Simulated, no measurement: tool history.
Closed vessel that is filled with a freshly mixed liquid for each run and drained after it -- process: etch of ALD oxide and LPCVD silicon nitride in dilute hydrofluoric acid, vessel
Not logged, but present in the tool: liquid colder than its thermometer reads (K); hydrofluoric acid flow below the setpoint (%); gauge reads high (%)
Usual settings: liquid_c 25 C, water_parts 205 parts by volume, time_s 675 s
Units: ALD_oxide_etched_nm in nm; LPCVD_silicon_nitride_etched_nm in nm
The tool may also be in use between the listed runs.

run   hour  liquid_c  water_parts  time_s  wafers since the last listed run  hours since the thermometer was replaced  hours since the hydrofluoric acid flow meter was replaced  hours since the gauge calibration  read-back film thickness of the ALD oxide reference wafer, read on the same gauge (nm)  read-back film thickness of the LPCVD silicon nitride reference wafer, read on the same gauge (nm)  ALD_oxide_etched_nm  LPCVD_silicon_nitride_etched_nm
  1      0        25          260     675                                 0                                    1673.8                                                      306.3                              437.9                                                                                   79.98                                                                                              30.025                37.88                            1.398
  2    8.3        25          260     675                               319                                    1682.1                                                      314.6                              446.2                                                                                   80.02                                                                                              29.991                38.42                            1.397
  3   24.6        25          205     675                               626                                    1698.4                                                      330.9                              462.5                                                                                   79.97                                                                                              30.015                51.22                            1.775
  4     36        28          205     675                               438                                    1709.8                                                      342.3                              473.9                                                                                   79.98                                                                                              30.012                 57.5                            2.129
  5     46      29.5          205     675                               384                                    1719.8                                                      352.3                              483.9                                                                                   80.04                                                                                              30.047                60.57                            2.356
      47.9  -- gauge calibrated
  6   56.6        25          125     675                               407                                    1730.4                                                      362.9                                8.7                                                                                   80.02                                                                                              29.964                90.78                            2.889
  7   73.7        25          205     675                               657                                    1747.5                                                        380                               25.8                                                                                   80.01                                                                                               29.99                50.98                            1.794
      76.2  -- thermometer replaced
  8   80.3        25          205     675                               215                                       4.1                                                      386.6                               32.4                                                                                   80.02                                                                                              29.997                 56.7                            2.088
        90  -- hydrofluoric acid flow meter replaced
  9   90.6        25          205     675                               357                                      14.4                                                        0.6                               42.7                                                                                   79.98                                                                                              30.006                56.19                            2.094
 10  105.2        25          205     675                               561                                        29                                                       15.2                               57.3                                                                                      80                                                                                              29.991                56.56                            2.133
 11  112.7      28.5          205     675                               288                                      36.5                                                       22.7                               64.8                                                                                   80.02                                                                                              29.991                63.91                            2.579
 12  119.7        25          170     520                               269                                      43.5                                                       29.7                               71.8                                                                                   80.01                                                                                               30.01                54.83                            1.916
 13    133        25          205     430                               511                                      56.8                                                         43                               85.1                                                                                   79.98                                                                                                  30                35.73                            1.359
 14  141.1      29.5          205     675                               311                                      64.9                                                       51.1                               93.2                                                                                   80.02                                                                                              29.982                66.18                            2.803
 15  149.7        21          105     400                               330                                      73.5                                                       59.7                              101.8                                                                                   80.02                                                                                              30.015                61.98                            1.834
 16  167.4        25          275     345                               680                                      91.2                                                       77.4                              119.5                                                                                   79.98                                                                                              30.013                19.68                            0.802
 17  174.5        25          290     950                               273                                      98.3                                                       84.5                              126.6                                                                                   80.03                                                                                              29.988                51.49                            2.057
 18  189.3        25          205     675                               569                                     113.1                                                       99.3                              141.4                                                                                      80                                                                                              29.992                 55.8                            2.094
 19  200.6      27.5          125     675                               434                                     124.4                                                      110.6                              152.7                                                                                      80                                                                                              30.022               111.04                            3.975
 20  216.6      29.5          125     830                               615                                     140.4                                                      126.6                              168.7                                                                                   80.03                                                                                              30.003               147.61                            5.522
 21  231.4        25          205     675                               569                                     155.2                                                      141.4                              183.5                                                                                   79.99                                                                                              29.964                55.92                            2.047
 22  239.6        25          130     675                               315                                     163.4                                                      149.6                              191.7                                                                                   80.02                                                                                              29.998                96.24                            3.245
 23  254.4        25          170     480                               569                                     178.2                                                      164.4                              206.5                                                                                   80.03                                                                                              29.935                49.71                            1.754
 24  271.9      26.5          110     375                               672                                     195.7                                                      181.9                                224                                                                                   79.98                                                                                              29.979                68.05                            2.373
 25  288.6        25          205     370                               642                                     212.4                                                      198.6                              240.7                                                                                   80.06                                                                                              30.019                30.58                             1.16
 26  303.2        30          280     275                               561                                       227                                                      213.2                              255.3                                                                                   79.96                                                                                              30.026                18.22                            0.834

What would each run have given without the hidden state, its run-to-run variation left as it was?
run  ALD_oxide_etched_nm  LPCVD_silicon_nitride_etched_nm
  1                41.75                            1.656
  2                42.37                            1.657
  3                56.72                            2.114
  4                63.52                            2.527
  5                66.84                            2.793
  6               101.31                            3.472
  7                56.63                            2.148
  8                57.08                            2.112
  9                 56.6                            2.121
 10                57.02                            2.163
 11                64.42                            2.616
 12                55.33                            1.946
 13                36.08                            1.382
 14                 66.8                            2.849
 15                62.72                             1.87
 16                19.89                            0.817
 17                52.08                            2.099
 18                56.52                            2.141
 19                112.6                            4.069
 20               149.75                            5.658
 21                56.76                            2.101
 22                97.85                            3.337
 23                50.55                            1.805
 24                69.32                            2.447
 25                31.15                            1.197
 26                18.54                             0.86
